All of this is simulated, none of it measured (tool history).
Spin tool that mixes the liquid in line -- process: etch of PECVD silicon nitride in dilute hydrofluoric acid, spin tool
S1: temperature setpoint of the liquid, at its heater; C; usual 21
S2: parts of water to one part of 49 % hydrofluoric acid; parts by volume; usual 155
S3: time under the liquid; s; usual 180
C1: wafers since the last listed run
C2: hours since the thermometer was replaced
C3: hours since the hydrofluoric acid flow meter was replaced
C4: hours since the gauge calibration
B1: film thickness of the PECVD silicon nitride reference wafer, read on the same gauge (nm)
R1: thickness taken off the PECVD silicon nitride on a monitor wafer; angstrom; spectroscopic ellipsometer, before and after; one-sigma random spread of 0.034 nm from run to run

{"run": 1, "day": 0.0, "S1": 21, "S2": 155, "S3": 180, "C1": 0, "C2": 1146.3, "C3": 180.3, "C4": 337.4, "B1": 70.022, "R1": 17.2}
{"run": 2, "day": 1.538, "S1": 21, "S2": 155, "S3": 180, "C1": 149, "C2": 1183.2, "C3": 217.2, "C4": 374.3, "B1": 69.98, "R1": 17.96}
{"run": 3, "day": 3.933, "S1": 21, "S2": 155, "S3": 180, "C1": 233, "C2": 1240.7, "C3": 274.7, "C4": 431.8, "B1": 70.02, "R1": 17.56}
{"run": 4, "day": 6.196, "S1": 21, "S2": 155, "S3": 180, "C1": 220, "C2": 1295, "C3": 329, "C4": 486.1, "B1": 70.015, "R1": 17.09}
{"run": 5, "day": 9.079, "S1": 21, "S2": 155, "S3": 180, "C1": 281, "C2": 1364.2, "C3": 398.2, "C4": 555.3, "B1": 70.005, "R1": 17.55}
{"run": 6, "day": 11.175, "S1": 21, "S2": 155, "S3": 180, "C1": 204, "C2": 1414.5, "C3": 448.5, "C4": 605.6, "B1": 70.032, "R1": 18.46}
{"run": 7, "day": 21.617, "S1": 21, "S2": 110, "S3": 105, "C1": 1018, "C2": 1665.1, "C3": 699.1, "C4": 856.2, "B1": 70.008, "R1": 15.09}
{"run": 8, "day": 25.154, "S1": 21, "S2": 110, "S3": 105, "C1": 344, "C2": 1750, "C3": 784, "C4": 941.1, "B1": 69.985, "R1": 14.94}
{"day": 28.075, "done": "hydrofluoric acid flow meter replaced"}
{"run": 9, "day": 28.479, "S1": 21, "S2": 110, "S3": 105, "C1": 320, "C2": 1829.8, "C3": 9.7, "C4": 1020.9, "B1": 70.001, "R1": 13.55}
{"run": 10, "day": 30.221, "S1": 21, "S2": 155, "S3": 180, "C1": 169, "C2": 1871.6, "C3": 51.5, "C4": 1062.7, "B1": 69.996, "R1": 17.3}
{"run": 11, "day": 34.483, "S1": 21, "S2": 155, "S3": 180, "C1": 415, "C2": 1973.9, "C3": 153.8, "C4": 1165, "B1": 70, "R1": 17.71}
{"run": 12, "day": 38.754, "S1": 21, "S2": 155, "S3": 180, "C1": 416, "C2": 2076.4, "C3": 256.3, "C4": 1267.5, "B1": 70.01, "R1": 18.13}
{"run": 13, "day": 50.179, "S1": 23.5, "S2": 125, "S3": 245, "C1": 1113, "C2": 2350.6, "C3": 530.5, "C4": 1541.7, "B1": 69.975, "R1": 36.19}
{"day": 51.575, "done": "thermometer replaced"}
{"run": 14, "day": 51.929, "S1": 22.5, "S2": 125, "S3": 180, "C1": 166, "C2": 8.5, "C3": 572.5, "C4": 1583.7, "B1": 69.988, "R1": 24.08}
{"run": 15, "day": 54.533, "S1": 19, "S2": 235, "S3": 75, "C1": 253, "C2": 71, "C3": 635, "C4": 1646.2, "B1": 69.995, "R1": 4.52}
{"run": 16, "day": 56.321, "S1": 21, "S2": 155, "S3": 95, "C1": 174, "C2": 113.9, "C3": 677.9, "C4": 1689.1, "B1": 70.026, "R1": 9.6}
{"day": 56.95, "done": "gauge calibrated"}
{"run": 17, "day": 57.829, "S1": 23.5, "S2": 200, "S3": 275, "C1": 147, "C2": 150.1, "C3": 714.1, "C4": 21.1, "B1": 70.033, "R1": 26.67}
{"run": 18, "day": 60.279, "S1": 22.5, "S2": 90, "S3": 120, "C1": 238, "C2": 208.9, "C3": 772.9, "C4": 79.9, "B1": 70.017, "R1": 24.05}
{"day": 61.867, "done": "hydrofluoric acid flow meter replaced"}
{"run": 19, "day": 63.167, "S1": 21, "S2": 190, "S3": 180, "C1": 277, "C2": 278.2, "C3": 31.2, "C4": 149.2, "B1": 70.016, "R1": 14.24}
{"run": 20, "day": 65.604, "S1": 21, "S2": 155, "S3": 80, "C1": 237, "C2": 336.7, "C3": 89.7, "C4": 207.7, "B1": 70.022, "R1": 7.44}
{"run": 21, "day": 68.046, "S1": 17, "S2": 210, "S3": 225, "C1": 238, "C2": 395.3, "C3": 148.3, "C4": 266.3, "B1": 69.997, "R1": 12.53}

What will run 22 give?
{"run": 22, "day": 72.229, "S1": 22.5, "S2": 215, "S3": 120, "C1": 407, "C2": 495.7, "C3": 248.7, "C4": 366.7, "B1": "?", "R1": "?"}

{"run 22": {"B1": 70.024, "R1": 9.22}}
If the tool had no hidden condition, the same run with the same run-to-run variation would have returned R1 8.88 angstrom.

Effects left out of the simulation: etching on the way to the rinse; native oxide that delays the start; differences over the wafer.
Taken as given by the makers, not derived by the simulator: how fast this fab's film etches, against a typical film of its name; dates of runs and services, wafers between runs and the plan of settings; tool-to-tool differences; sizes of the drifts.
